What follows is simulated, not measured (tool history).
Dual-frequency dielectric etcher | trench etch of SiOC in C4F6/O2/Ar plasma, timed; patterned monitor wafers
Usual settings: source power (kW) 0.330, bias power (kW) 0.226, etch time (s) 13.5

run,hour,source power (kW),bias power (kW),etch time (s),"read-back reference wafer on the same gauge, depth_nm",mean etch depth across the wafer (nm)
1,0.0,0.360,0.226,13.5,31.12,26.96
2,73.9,0.330,0.226,13.5,31.09,26.10
# hour 112.8: wet clean of the chamber
3,157.0,0.290,0.268,13.5,31.13,26.79
4,219.8,0.290,0.268,13.5,31.07,26.99
# hour 274.1: upper electrode replaced, of another model than before
5,274.6,0.290,0.268,13.5,31.11,26.01
6,305.9,0.330,0.226,13.5,31.09,25.99
7,361.7,0.330,0.226,13.5,31.15,25.88
8,403.2,0.330,0.226,13.5,31.12,25.96
9,467.0,0.330,0.226,13.5,31.12,26.02
# hour 663.8: wet clean of the chamber
10,754.7,0.300,0.243,11.5,31.14,21.75
11,812.2,0.330,0.226,13.5,31.10,25.79
12,876.8,0.330,0.226,13.5,31.10,25.96
13,967.4,0.330,0.226,13.5,31.12,25.95
14,1071.3,0.310,0.269,11.5,31.10,22.62
# hour 1108.1: bias power generator calibrated
15,1127.9,0.380,0.178,11.5,31.08,21.84
# hour 1168.1: wet clean of the chamber
16,1181.1,0.300,0.243,12.5,31.08,23.61
17,1285.0,0.330,0.243,11.0,31.14,21.50
18,1335.6,0.360,0.226,13.5,31.10,26.86
# hour 1371.9: gauge calibrated
19,1383.2,0.290,0.226,13.5,31.11,24.62
# hour 1461.5: source power generator calibrated
20,1477.3,0.330,0.226,16.5,31.08,32.21
21,1575.8,0.290,0.204,16.0,31.11,28.75
22,1649.8,0.390,0.275,16.0,31.12,35.61
23,1722.4,0.330,0.226,13.5,31.12,26.34
# hour 1769.4: wet clean of the chamber
24,1795.0,0.330,0.226,11.0,31.09,21.42
25,1869.3,0.380,0.177,15.0,31.11,28.86
26,1938.7,0.360,0.273,17.5,31.09,37.49
27,2042.2,0.390,0.267,15.5,31.10,34.01
28,2129.6,0.400,0.272,13.5,31.10,29.95
29,2201.0,0.260,0.226,13.5,31.08,23.96

4 ways to go on from here, each from the tool as it stands after run 29. What would each give?
A,2201.4,0.330,0.226,13.5,?,?
B,2201.4,0.330,0.243,12.0,?,?
C,2201.4,0.290,0.197,13.5,?,?
D,2201.4,0.250,0.179,15.0,?,?

run,"read-back reference wafer on the same gauge, depth_nm",mean etch depth across the wafer (nm)
A,31.09,26.23
B,31.09,23.83
C,31.09,23.87
D,31.09,24.24
Without the tool's hidden state the same runs would have given:
run,mean etch depth across the wafer (nm)
A,26.37
B,23.96
C,24.00
D,24.38
